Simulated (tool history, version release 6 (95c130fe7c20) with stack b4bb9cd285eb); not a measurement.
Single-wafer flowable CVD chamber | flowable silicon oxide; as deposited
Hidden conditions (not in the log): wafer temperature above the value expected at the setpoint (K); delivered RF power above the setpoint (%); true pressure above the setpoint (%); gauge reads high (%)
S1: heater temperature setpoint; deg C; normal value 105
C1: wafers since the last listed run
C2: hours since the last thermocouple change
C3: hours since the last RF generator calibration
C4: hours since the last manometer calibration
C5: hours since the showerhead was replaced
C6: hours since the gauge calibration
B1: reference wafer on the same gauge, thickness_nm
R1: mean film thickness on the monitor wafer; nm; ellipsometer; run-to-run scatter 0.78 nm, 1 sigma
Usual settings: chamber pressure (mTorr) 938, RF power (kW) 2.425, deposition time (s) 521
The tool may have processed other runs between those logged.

{"run": 1, "day": 0.0, "S1": 105, "chamber pressure (mTorr)": 847, "RF power (kW)": 2.425, "deposition time (s)": 521, "C1": 0, "C2": 2385.3, "C3": 1672.3, "C4": 1455.7, "C5": 7614.3, "C6": 553.7, "B1": 390.948, "R1": 301.293}
{"run": 2, "day": 2.408, "S1": 105, "chamber pressure (mTorr)": 847, "RF power (kW)": 2.425, "deposition time (s)": 521, "C1": 192, "C2": 2443.1, "C3": 1730.1, "C4": 1513.5, "C5": 7672.1, "C6": 611.5, "B1": 391.222, "R1": 301.524}
{"run": 3, "day": 4.671, "S1": 105, "chamber pressure (mTorr)": 938, "RF power (kW)": 2.425, "deposition time (s)": 521, "C1": 181, "C2": 2497.4, "C3": 1784.4, "C4": 1567.8, "C5": 7726.4, "C6": 665.8, "B1": 390.831, "R1": 333.736}
{"run": 4, "day": 5.904, "S1": 105, "chamber pressure (mTorr)": 938, "RF power (kW)": 2.425, "deposition time (s)": 521, "C1": 98, "C2": 2527, "C3": 1814, "C4": 1597.4, "C5": 7756, "C6": 695.4, "B1": 390.986, "R1": 334.711}
{"run": 5, "day": 8.217, "S1": 105, "chamber pressure (mTorr)": 938, "RF power (kW)": 2.425, "deposition time (s)": 521, "C1": 185, "C2": 2582.5, "C3": 1869.5, "C4": 1652.9, "C5": 7811.5, "C6": 750.9, "B1": 390.771, "R1": 331.677}
{"run": 6, "day": 9.267, "S1": 105, "chamber pressure (mTorr)": 938, "RF power (kW)": 2.425, "deposition time (s)": 583, "C1": 84, "C2": 2607.7, "C3": 1894.7, "C4": 1678.1, "C5": 7836.7, "C6": 776.1, "B1": 390.937, "R1": 371.723}
{"run": 7, "day": 11.817, "S1": 105, "chamber pressure (mTorr)": 938, "RF power (kW)": 2.425, "deposition time (s)": 521, "C1": 204, "C2": 2668.9, "C3": 1955.9, "C4": 1739.3, "C5": 7897.9, "C6": 837.3, "B1": 391.112, "R1": 333.117}
{"day": 14.0, "done": "gauge calibrated"}
{"day": 14.488, "done": "showerhead replaced, of another model than before"}
{"run": 8, "day": 14.508, "S1": 105, "chamber pressure (mTorr)": 938, "RF power (kW)": 2.425, "deposition time (s)": 521, "C1": 188, "C2": 2733.5, "C3": 2020.5, "C4": 1803.9, "C5": 0.5, "C6": 12.2, "B1": 391.111, "R1": 333.376}
{"day": 14.967, "done": "capacitance manometer re-zeroed and calibrated"}
{"run": 9, "day": 16.004, "S1": 105, "chamber pressure (mTorr)": 938, "RF power (kW)": 2.425, "deposition time (s)": 521, "C1": 93, "C2": 2769.4, "C3": 2056.4, "C4": 24.9, "C5": 36.4, "C6": 48.1, "B1": 390.976, "R1": 331.776}
{"run": 10, "day": 18.346, "S1": 105, "chamber pressure (mTorr)": 938, "RF power (kW)": 2.215, "deposition time (s)": 521, "C1": 187, "C2": 2825.6, "C3": 2112.6, "C4": 81.1, "C5": 92.6, "C6": 104.3, "B1": 391.483, "R1": 327.883}
{"run": 11, "day": 19.483, "S1": 105, "chamber pressure (mTorr)": 938, "RF power (kW)": 2.215, "deposition time (s)": 521, "C1": 91, "C2": 2852.9, "C3": 2139.9, "C4": 108.4, "C5": 119.9, "C6": 131.6, "B1": 391.043, "R1": 329.216}
{"day": 22.046, "done": "thermocouple changed; heater temperature recalibrated"}
{"run": 12, "day": 22.067, "S1": 105, "chamber pressure (mTorr)": 938, "RF power (kW)": 2.425, "deposition time (s)": 521, "C1": 180, "C2": 0.5, "C3": 2201.9, "C4": 170.4, "C5": 181.9, "C6": 193.6, "B1": 391.323, "R1": 331.634}
{"run": 13, "day": 23.288, "S1": 105, "chamber pressure (mTorr)": 938, "RF power (kW)": 2.81, "deposition time (s)": 521, "C1": 97, "C2": 29.8, "C3": 2231.2, "C4": 199.7, "C5": 211.2, "C6": 222.9, "B1": 390.319, "R1": 338.308}
{"day": 24.429, "done": "RF generator calibrated"}
{"run": 14, "day": 24.496, "S1": 105, "chamber pressure (mTorr)": 1059, "RF power (kW)": 1.95, "deposition time (s)": 521, "C1": 70, "C2": 58.8, "C3": 1.6, "C4": 228.7, "C5": 240.2, "C6": 251.9, "B1": 390.923, "R1": 349.678}
{"run": 15, "day": 26.733, "S1": 105, "chamber pressure (mTorr)": 938, "RF power (kW)": 1.975, "deposition time (s)": 622, "C1": 179, "C2": 112.5, "C3": 55.3, "C4": 282.4, "C5": 293.9, "C6": 305.6, "B1": 390.886, "R1": 389.874}
{"run": 16, "day": 29.6, "S1": 119, "chamber pressure (mTorr)": 938, "RF power (kW)": 2.15, "deposition time (s)": 521, "C1": 229, "C2": 181.3, "C3": 124.1, "C4": 351.2, "C5": 362.7, "C6": 374.4, "B1": 390.541, "R1": 209.778}
{"run": 17, "day": 30.679, "S1": 105, "chamber pressure (mTorr)": 938, "RF power (kW)": 2.425, "deposition time (s)": 521, "C1": 86, "C2": 207.2, "C3": 150, "C4": 377.1, "C5": 388.6, "C6": 400.3, "B1": 391.283, "R1": 336.27}
{"run": 18, "day": 32.062, "S1": 111, "chamber pressure (mTorr)": 938, "RF power (kW)": 2.66, "deposition time (s)": 598, "C1": 110, "C2": 240.4, "C3": 183.2, "C4": 410.3, "C5": 421.8, "C6": 433.5, "B1": 390.844, "R1": 320.2}
{"run": 19, "day": 34.288, "S1": 105, "chamber pressure (mTorr)": 938, "RF power (kW)": 2.425, "deposition time (s)": 521, "C1": 178, "C2": 293.8, "C3": 236.6, "C4": 463.7, "C5": 475.2, "C6": 486.9, "B1": 390.707, "R1": 335.86}
{"run": 20, "day": 36.971, "S1": 105, "chamber pressure (mTorr)": 827, "RF power (kW)": 2.425, "deposition time (s)": 521, "C1": 215, "C2": 358.2, "C3": 301, "C4": 528.1, "C5": 539.6, "C6": 551.3, "B1": 390.549, "R1": 314.183}
{"run": 21, "day": 38.212, "S1": 94, "chamber pressure (mTorr)": 758, "RF power (kW)": 2.425, "deposition time (s)": 521, "C1": 99, "C2": 388, "C3": 330.8, "C4": 557.9, "C5": 569.4, "C6": 581.1, "B1": 391.293, "R1": 433.934}
{"run": 22, "day": 39.271, "S1": 95, "chamber pressure (mTorr)": 853, "RF power (kW)": 2.425, "deposition time (s)": 591, "C1": 84, "C2": 413.4, "C3": 356.2, "C4": 583.3, "C5": 594.8, "C6": 606.5, "B1": 391.681, "R1": 506.623}
{"run": 23, "day": 41.779, "S1": 105, "chamber pressure (mTorr)": 938, "RF power (kW)": 2.215, "deposition time (s)": 521, "C1": 200, "C2": 473.6, "C3": 416.4, "C4": 643.5, "C5": 655, "C6": 666.7, "B1": 391.104, "R1": 331.419}
{"run": 24, "day": 43.179, "S1": 105, "chamber pressure (mTorr)": 771, "RF power (kW)": 2.425, "deposition time (s)": 521, "C1": 112, "C2": 507.2, "C3": 450, "C4": 677.1, "C5": 688.6, "C6": 700.3, "B1": 391.507, "R1": 300.45}
{"run": 25, "day": 44.65, "S1": 105, "chamber pressure (mTorr)": 938, "RF power (kW)": 2.425, "deposition time (s)": 521, "C1": 117, "C2": 542.5, "C3": 485.3, "C4": 712.4, "C5": 723.9, "C6": 735.6, "B1": 390.908, "R1": 336.348}
{"day": 45.792, "done": "gauge calibrated"}
{"run": 26, "day": 47.525, "S1": 105, "chamber pressure (mTorr)": 938, "RF power (kW)": 2.425, "deposition time (s)": 589, "C1": 230, "C2": 611.5, "C3": 554.3, "C4": 781.4, "C5": 792.9, "C6": 41.6, "B1": 391.043, "R1": 380.256}
{"run": 27, "day": 48.792, "S1": 105, "chamber pressure (mTorr)": 938, "RF power (kW)": 2.425, "deposition time (s)": 521, "C1": 101, "C2": 641.9, "C3": 584.7, "C4": 811.8, "C5": 823.3, "C6": 72, "B1": 391.187, "R1": 336.169}

5 ways to go on from here, each from the tool as it stands after run 27. What would each give?
{"run": "A", "day": 48.812, "S1": 100, "chamber pressure (mTorr)": 938, "RF power (kW)": 2.425, "deposition time (s)": 521, "C1": 1, "C2": 642.4, "C3": 585.2, "C4": 812.3, "C5": 823.8, "C6": 72.5, "B1": "?", "R1": "?"}
{"run": "B", "day": 48.812, "S1": 105, "chamber pressure (mTorr)": 938, "RF power (kW)": 2.88, "deposition time (s)": 521, "C1": 1, "C2": 642.4, "C3": 585.2, "C4": 812.3, "C5": 823.8, "C6": 72.5, "B1": "?", "R1": "?"}
{"run": "C", "day": 48.812, "S1": 105, "chamber pressure (mTorr)": 1000, "RF power (kW)": 2.425, "deposition time (s)": 420, "C1": 1, "C2": 642.4, "C3": 585.2, "C4": 812.3, "C5": 823.8, "C6": 72.5, "B1": "?", "R1": "?"}
{"run": "D", "day": 48.812, "S1": 105, "chamber pressure (mTorr)": 792, "RF power (kW)": 2.425, "deposition time (s)": 597, "C1": 1, "C2": 642.4, "C3": 585.2, "C4": 812.3, "C5": 823.8, "C6": 72.5, "B1": "?", "R1": "?"}
{"run": "E", "day": 48.812, "S1": 117, "chamber pressure (mTorr)": 851, "RF power (kW)": 2.63, "deposition time (s)": 622, "C1": 1, "C2": 642.4, "C3": 585.2, "C4": 812.3, "C5": 823.8, "C6": 72.5, "B1": "?", "R1": "?"}

run=A B1=390.652 R1=400.645
run=B B1=390.652 R1=343.933
run=C B1=390.652 R1=282.222
run=D B1=390.652 R1=352.265
run=E B1=390.652 R1=261.323
What these runs would have given with no unlogged condition in the tool:
run=A R1=401.813
run=B R1=344.583
run=C R1=283.045
run=D R1=353.293
run=E R1=262.035
